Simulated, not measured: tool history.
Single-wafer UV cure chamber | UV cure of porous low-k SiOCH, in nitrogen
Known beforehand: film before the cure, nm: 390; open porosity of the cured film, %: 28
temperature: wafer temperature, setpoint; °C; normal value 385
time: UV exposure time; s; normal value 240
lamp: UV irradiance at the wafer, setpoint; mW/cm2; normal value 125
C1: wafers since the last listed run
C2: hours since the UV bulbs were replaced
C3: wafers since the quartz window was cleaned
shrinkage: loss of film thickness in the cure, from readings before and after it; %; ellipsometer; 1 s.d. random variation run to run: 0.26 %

Run 1, hour 0.0: usual settings; C1 0; C2 674.8; C3 2453. Result: shrinkage 13.346 %.
Run 2, hour 28.1: usual settings; C1 223; C2 702.9; C3 2677. Result: shrinkage 13.353 %.
Run 3, hour 49.5: usual settings; C1 170; C2 724.3; C3 2848. Result: shrinkage 13.636 %.
Run 4, hour 75.3: usual settings but lamp 137 mW/cm2; C1 205; C2 750.1; C3 3053. Result: shrinkage 13.209 %.
Run 5, hour 167.3: usual settings but lamp 105 mW/cm2; C1 732; C2 842.1; C3 3786. Result: shrinkage 12.085 %.
Run 6, hour 203.3: usual settings but lamp 115 mW/cm2; C1 286; C2 878.1; C3 4072. Result: shrinkage 12.398 %.
Run 7, hour 236.8: usual settings but lamp 115 mW/cm2; C1 266; C2 911.6; C3 4339. Result: shrinkage 12.582 %.
Run 8, hour 267.0: usual settings; C1 240; C2 941.8; C3 4579. Result: shrinkage 13.126 %.
Run 9, hour 299.7: usual settings; C1 260; C2 974.5; C3 4840. Result: shrinkage 12.600 %.
Run 10, hour 323.0: usual settings but time 320 s, lamp 145 mW/cm2; C1 185; C2 997.8; C3 5025. Result: shrinkage 15.250 %.
At hour 332.4: quartz window cleaned.
Run 11, hour 342.9: usual settings but time 320 s, lamp 145 mW/cm2; C1 94; C2 1017.7; C3 83. Result: shrinkage 15.086 %.
Run 12, hour 363.3: usual settings; C1 162; C2 1038.1; C3 245. Result: shrinkage 12.665 %.
At hour 396.2: UV bulbs replaced.
Run 13, hour 397.9: usual settings; C1 211; C2 1.7; C3 457. Result: shrinkage 14.824 %.
Run 14, hour 418.0: usual settings but time 380 s, lamp 147 mW/cm2; C1 160; C2 21.8; C3 617. Result: shrinkage 18.307 %.
Run 15, hour 431.4: usual settings but temperature 403 °C, time 275 s; C1 106; C2 35.2; C3 724. Result: shrinkage 15.603 %.
Run 16, hour 459.8: usual settings but temperature 369 °C, time 370 s, lamp 112 mW/cm2; C1 226; C2 63.6; C3 950. Result: shrinkage 16.054 %.
Run 17, hour 531.5: usual settings; C1 570; C2 135.3; C3 1521. Result: shrinkage 14.178 %.
Run 18, hour 564.5: usual settings but temperature 399 °C, time 135 s; C1 262; C2 168.3; C3 1784. Result: shrinkage 11.833 %.
Run 19, hour 614.6: usual settings but temperature 367 °C, time 165 s, lamp 98 mW/cm2; C1 398; C2 218.4; C3 2182. Result: shrinkage 10.432 %.
Run 20, hour 646.1: usual settings but temperature 399 °C, time 345 s, lamp 152 mW/cm2; C1 250; C2 249.9; C3 2433. Result: shrinkage 17.525 %.
Run 21, hour 674.9: usual settings; C1 229; C2 278.7; C3 2663. Result: shrinkage 14.398 %.
Run 22, hour 691.1: usual settings but lamp 100 mW/cm2; C1 128; C2 294.9; C3 2792. Result: shrinkage 12.549 %.
Run 23, hour 718.0: usual settings; C1 214; C2 321.8; C3 3006. Result: shrinkage 13.896 %.
Run 24, hour 732.8: usual settings but temperature 375 °C, lamp 95 mW/cm2; C1 117; C2 336.6; C3 3124. Result: shrinkage 12.370 %.
Run 25, hour 745.3: usual settings but temperature 403 °C, time 305 s, lamp 162 mW/cm2; C1 99; C2 349.1; C3 3223. Result: shrinkage 17.070 %.
Run 26, hour 773.4: usual settings but temperature 394 °C, time 95 s, lamp 111 mW/cm2; C1 223; C2 377.2; C3 3447. Result: shrinkage 8.748 %.
Run 27, hour 808.4: usual settings but temperature 367 °C, time 370 s, lamp 137 mW/cm2; C1 278; C2 412.2; C3 3726. Result: shrinkage 16.198 %.

Hidden state, per run?
transmission lost against a clean window, %: 0 across all the runs
H1: lamp output below its setpoint, %
run    H1
  1  19.9
  2  20.7
  3  21.3
  4    22
  5  24.6
  6  25.6
  7  26.6
  8  27.4
  9  28.3
 10    29
 11  29.5
 12  30.1
 13  1.45
 14  2.01
 15  2.39
 16  3.18
 17  5.19
 18  6.11
 19  7.51
 20  8.39
 21  9.19
 22  9.65
 23  10.4
 24  10.8
 25  11.2
 26  11.9
 27  12.9
